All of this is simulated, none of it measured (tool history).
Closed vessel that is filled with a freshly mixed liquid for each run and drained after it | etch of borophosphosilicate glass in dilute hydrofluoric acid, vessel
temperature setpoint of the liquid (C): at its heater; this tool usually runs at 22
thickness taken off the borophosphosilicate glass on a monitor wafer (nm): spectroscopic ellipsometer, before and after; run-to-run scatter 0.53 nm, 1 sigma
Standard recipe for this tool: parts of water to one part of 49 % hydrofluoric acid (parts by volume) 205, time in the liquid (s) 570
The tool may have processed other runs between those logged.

run   hour  temperature setpoint of the liquid (C)  parts of water to one part of 49 % hydrofluoric acid (parts by volume)  time in the liquid (s)  wafers since the last listed run  hours since the thermometer was replaced  hours since the hydrofluoric acid flow meter was replaced  hours since the gauge calibration  read-back film thickness of the borophosphosilicate glass reference wafer, read on the same gauge (nm)  thickness taken off the borophosphosilicate glass on a monitor wafer (nm)
  1      0                                      22                                                                     205                     570                                 0                                     260.4                                                      651.7                              322.1                                                                                                   69.95                                                                      55.99
  2   35.2                                      22                                                                     205                     570                              2652                                     295.6                                                      686.9                              357.3                                                                                                   70.03                                                                      55.35
  3   60.1                                      22                                                                     205                     570                              1876                                     320.5                                                      711.8                              382.2                                                                                                      70                                                                      54.88
  4   86.4                                      22                                                                     205                     570                              1981                                     346.8                                                      738.1                              408.5                                                                                                   69.98                                                                      54.85
  5  121.5                                      22                                                                     205                     570                              2644                                     381.9                                                      773.2                              443.6                                                                                                   70.02                                                                      54.73
  6  150.1                                      22                                                                     205                     570                              2154                                     410.5                                                      801.8                              472.2                                                                                                   69.99                                                                      53.99
  7  175.8                                      22                                                                     285                     570                              1936                                     436.2                                                      827.5                              497.9                                                                                                   69.98                                                                      35.52
     186.5  -- gauge calibrated
     187.7  -- hydrofluoric acid flow meter replaced
     197.4  -- thermometer replaced
  8  211.6                                      22                                                                     230                     570                              2546                                      14.2                                                       23.9                               25.1                                                                                                   69.98                                                                      55.16
  9  226.3                                    17.5                                                                     240                     735                              1107                                      28.9                                                       38.6                               39.8                                                                                                   69.99                                                                      56.64
 10  238.8                                      22                                                                     205                     570                               941                                      41.4                                                       51.1                               52.3                                                                                                   69.96                                                                      64.53
 11  267.8                                      22                                                                     205                     570                              2185                                      70.4                                                       80.1                               81.3                                                                                                      70                                                                      63.17
 12  280.7                                      20                                                                     140                     570                               971                                      83.3                                                         93                               94.2                                                                                                   69.98                                                                      92.77
 13  312.4                                      24                                                                     120                     445                              2388                                       115                                                      124.7                              125.9                                                                                                   70.04                                                                      99.73
 14  377.8                                      22                                                                     260                     570                              4927                                     180.4                                                      190.1                              191.3                                                                                                   70.02                                                                      45.96
 15    397                                    17.5                                                                     205                     570                              1446                                     199.6                                                      209.3                              210.5                                                                                                   69.96                                                                      52.36
 16  416.5                                      22                                                                     275                     450                              1469                                     219.1                                                      228.8                                230                                                                                                   69.97                                                                       33.8

Forecast each of these 5 alternatives for the next run:
  A  417.3                                      22                                                                     205                     570                                60                                     219.9                                                      229.6                              230.8                                                                                                       ?                                                                          ?
  B  417.3                                      27                                                                     280                     705                                60                                     219.9                                                      229.6                              230.8                                                                                                       ?                                                                          ?
  C  417.3                                      22                                                                     270                     570                                60                                     219.9                                                      229.6                              230.8                                                                                                       ?                                                                          ?
  D  417.3                                      20                                                                     165                     315                                60                                     219.9                                                      229.6                              230.8                                                                                                       ?                                                                          ?
  E  417.3                                    19.5                                                                     155                     380                                60                                     219.9                                                      229.6                              230.8                                                                                                       ?                                                                          ?

run  read-back film thickness of the borophosphosilicate glass reference wafer, read on the same gauge (nm)  thickness taken off the borophosphosilicate glass on a monitor wafer (nm)
  A                                                                                                      70                                                                      61.16
  B                                                                                                      70                                                                      61.06
  C                                                                                                      70                                                                      43.46
  D                                                                                                      70                                                                      40.56
  E                                                                                                      70                                                                      51.61
Without the tool's unlogged condition, the same runs would have read:
run  thickness taken off the borophosphosilicate glass on a monitor wafer (nm)
  A                                                                      64.05
  B                                                                      64.16
  C                                                                       45.6
  D                                                                      42.41
  E                                                                      53.95
